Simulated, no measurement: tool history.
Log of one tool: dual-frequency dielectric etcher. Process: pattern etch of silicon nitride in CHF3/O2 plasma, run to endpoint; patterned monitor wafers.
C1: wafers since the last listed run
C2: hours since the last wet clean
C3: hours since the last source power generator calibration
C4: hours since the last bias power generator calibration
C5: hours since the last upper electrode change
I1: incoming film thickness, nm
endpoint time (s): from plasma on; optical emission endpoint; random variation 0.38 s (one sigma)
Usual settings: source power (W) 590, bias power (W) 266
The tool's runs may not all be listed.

run 1 hour=0 | source_power_(W)=590 bias_power_(W)=295 | C1=0 C2=176.3 C3=3474.6 C4=2568.7 C5=2730 | I1=75.5 | endpoint_time_(s)=40.7
run 2 hour=100.9 | source_power_(W)=590 bias_power_(W)=295 | C1=1116 C2=277.2 C3=3575.5 C4=2669.6 C5=2830.9 | I1=76.1 | endpoint_time_(s)=41.7
run 3 hour=160.3 | source_power_(W)=590 bias_power_(W)=295 | C1=657 C2=336.6 C3=3634.9 C4=2729 C5=2890.3 | I1=76.3 | endpoint_time_(s)=40.9
run 4 hour=235.8 | source_power_(W)=590 bias_power_(W)=294 | C1=835 C2=412.1 C3=3710.4 C4=2804.5 C5=2965.8 | I1=75.8 | endpoint_time_(s)=42.1
-- hour=288.4 wet clean of the chamber
run 5 hour=303.6 | source_power_(W)=590 bias_power_(W)=294 | C1=484 C2=15.2 C3=3778.2 C4=2872.3 C5=3033.6 | I1=77.5 | endpoint_time_(s)=42.4
run 6 hour=370.3 | source_power_(W)=630 bias_power_(W)=266 | C1=737 C2=81.9 C3=3844.9 C4=2939 C5=3100.3 | I1=76.7 | endpoint_time_(s)=42.4
run 7 hour=448.5 | source_power_(W)=630 bias_power_(W)=266 | C1=865 C2=160.1 C3=3923.1 C4=3017.2 C5=3178.5 | I1=75.4 | endpoint_time_(s)=41.9
run 8 hour=513.3 | source_power_(W)=640 bias_power_(W)=294 | C1=716 C2=224.9 C3=3987.9 C4=3082 C5=3243.3 | I1=76 | endpoint_time_(s)=41
run 9 hour=611.2 | source_power_(W)=640 bias_power_(W)=294 | C1=1082 C2=322.8 C3=4085.8 C4=3179.9 C5=3341.2 | I1=76.3 | endpoint_time_(s)=40.2
run 10 hour=698.3 | source_power_(W)=690 bias_power_(W)=319 | C1=963 C2=409.9 C3=4172.9 C4=3267 C5=3428.3 | I1=76.9 | endpoint_time_(s)=37.8
run 11 hour=777.1 | source_power_(W)=590 bias_power_(W)=243 | C1=871 C2=488.7 C3=4251.7 C4=3345.8 C5=3507.1 | I1=76.1 | endpoint_time_(s)=44.5
-- hour=822.6 upper electrode replaced
-- hour=824.1 wet clean of the chamber
run 12 hour=868 | source_power_(W)=590 bias_power_(W)=243 | C1=724 C2=43.9 C3=4342.6 C4=3436.7 C5=45.4 | I1=76.2 | endpoint_time_(s)=44.3
run 13 hour=950.8 | source_power_(W)=490 bias_power_(W)=216 | C1=915 C2=126.7 C3=4425.4 C4=3519.5 C5=128.2 | I1=76.1 | endpoint_time_(s)=48.5
run 14 hour=1037 | source_power_(W)=690 bias_power_(W)=303 | C1=953 C2=212.9 C3=4511.6 C4=3605.7 C5=214.4 | I1=76.3 | endpoint_time_(s)=38.6
run 15 hour=1115.6 | source_power_(W)=500 bias_power_(W)=266 | C1=869 C2=291.5 C3=4590.2 C4=3684.3 C5=293 | I1=75.6 | endpoint_time_(s)=44.1
run 16 hour=1182.3 | source_power_(W)=450 bias_power_(W)=293 | C1=737 C2=358.2 C3=4656.9 C4=3751 C5=359.7 | I1=75.8 | endpoint_time_(s)=45.3
-- hour=1200.4 bias power generator calibrated
run 17 hour=1242.1 | source_power_(W)=590 bias_power_(W)=266 | C1=617 C2=418 C3=4716.7 C4=41.7 C5=419.5 | I1=76 | endpoint_time_(s)=42.6
-- hour=1301.6 wet clean of the chamber
run 18 hour=1349.6 | source_power_(W)=590 bias_power_(W)=287 | C1=923 C2=48 C3=4824.2 C4=149.2 C5=527 | I1=75.8 | endpoint_time_(s)=40.9
run 19 hour=1444.3 | source_power_(W)=740 bias_power_(W)=204 | C1=1047 C2=142.7 C3=4918.9 C4=243.9 C5=621.7 | I1=75.8 | endpoint_time_(s)=43.5
-- hour=1547.9 source power generator calibrated
run 20 hour=1548.4 | source_power_(W)=590 bias_power_(W)=266 | C1=1107 C2=246.8 C3=0.5 C4=348 C5=725.8 | I1=76.4 | endpoint_time_(s)=42.8
run 21 hour=1611.9 | source_power_(W)=590 bias_power_(W)=237 | C1=702 C2=310.3 C3=64 C4=411.5 C5=789.3 | I1=75.4 | endpoint_time_(s)=44.3
run 22 hour=1707 | source_power_(W)=540 bias_power_(W)=203 | C1=1052 C2=405.4 C3=159.1 C4=506.6 C5=884.4 | I1=75.8 | endpoint_time_(s)=48.2
-- hour=1787.2 wet clean of the chamber
run 23 hour=1792.8 | source_power_(W)=690 bias_power_(W)=214 | C1=683 C2=5.6 C3=244.9 C4=592.4 C5=970.2 | I1=75.8 | endpoint_time_(s)=43.4

The next listed run, before its measurement:
run 24 hour=1865.2 | source_power_(W)=590 bias_power_(W)=237 | C1=800 C2=78 C3=317.3 C4=664.8 C5=1042.6 | I1=75.6 | endpoint_time_(s)=?

endpoint time (s): 44.3
Without the tool's hidden state the same run would have given endpoint time (s) 44.3.

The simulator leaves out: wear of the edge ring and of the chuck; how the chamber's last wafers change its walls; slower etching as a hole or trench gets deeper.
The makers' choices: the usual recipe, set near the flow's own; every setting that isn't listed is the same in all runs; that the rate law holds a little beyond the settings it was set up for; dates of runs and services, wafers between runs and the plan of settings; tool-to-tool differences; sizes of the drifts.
